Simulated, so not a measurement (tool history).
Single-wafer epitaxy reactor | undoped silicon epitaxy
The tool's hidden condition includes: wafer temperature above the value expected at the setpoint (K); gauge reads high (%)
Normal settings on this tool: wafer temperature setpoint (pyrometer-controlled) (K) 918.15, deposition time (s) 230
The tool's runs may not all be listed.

| run | hour | wafer temperature setpoint (pyrometer-controlled) (K) | deposition time (s) | wafers since the last listed run | hours since the last pyrometer calibration | hours since the gauge calibration | read-back reference wafer on the same gauge, thickness_nm | mean film thickness on the monitor wafer (nm) |
|---|---|---|---|---|---|---|---|---|
| 1 | 0 | 918.15 | 230 | 0 | 1830.6 | 170.7 | 35.785 | 38.156 |
| 2 | 16.4 | 918.15 | 230 | 100 | 1847 | 187.1 | 35.831 | 38.154 |
| 3 | 33.5 | 918.15 | 230 | 105 | 1864.1 | 204.2 | 35.794 | 38.334 |
| 4 | 43 | 918.15 | 230 | 58 | 1873.6 | 213.7 | 35.827 | 38.043 |
| 5 | 58.9 | 918.15 | 230 | 97 | 1889.5 | 229.6 | 35.78 | 38.327 |
| 6 | 72 | 918.15 | 230 | 80 | 1902.6 | 242.7 | 35.85 | 38.181 |
| 7 | 84.2 | 918.15 | 230 | 75 | 1914.8 | 254.9 | 35.789 | 37.943 |
| 8 | 129.5 | 918.15 | 230 | 278 | 1960.1 | 300.2 | 35.814 | 38.002 |
| 9 | 137.4 | 918.15 | 230 | 48 | 1968 | 308.1 | 35.79 | 38.221 |
| 10 | 149.7 | 918.15 | 196 | 75 | 1980.3 | 320.4 | 35.768 | 32.661 |
|  | 165.9 | pyrometer calibrated |
| 11 | 166.4 | 918.15 | 196 | 53 | 0.5 | 337.1 | 35.807 | 28.514 |
| 12 | 175.3 | 918.15 | 230 | 54 | 9.4 | 346 | 35.825 | 33.675 |
| 13 | 191.2 | 908.15 | 261 | 97 | 25.3 | 361.9 | 35.793 | 31.204 |
| 14 | 201.6 | 918.15 | 193 | 63 | 35.7 | 372.3 | 35.818 | 28.19 |
| 15 | 212.2 | 913.15 | 248 | 65 | 46.3 | 382.9 | 35.823 | 33.048 |
| 16 | 227.5 | 913.15 | 230 | 94 | 61.6 | 398.2 | 35.747 | 30.854 |
|  | 234.6 | gauge calibrated |
| 17 | 260.7 | 918.15 | 193 | 204 | 94.8 | 26.1 | 35.78 | 28.498 |
| 18 | 283.7 | 905.15 | 217 | 141 | 117.8 | 49.1 | 35.805 | 25.062 |
| 19 | 295.6 | 918.15 | 230 | 73 | 129.7 | 61 | 35.783 | 34.277 |
| 20 | 303.3 | 908.15 | 262 | 47 | 137.4 | 68.7 | 35.842 | 32.178 |

The next listed run, before its measurement:
| 21 | 312.6 | 905.15 | 217 | 57 | 146.7 | 78 | ? | ? |

read-back reference wafer on the same gauge, thickness_nm: 35.812
mean film thickness on the monitor wafer (nm): 25.039
Had the tool carried no hidden state, the very same run would have given mean film thickness on the monitor wafer (nm) 24.803.
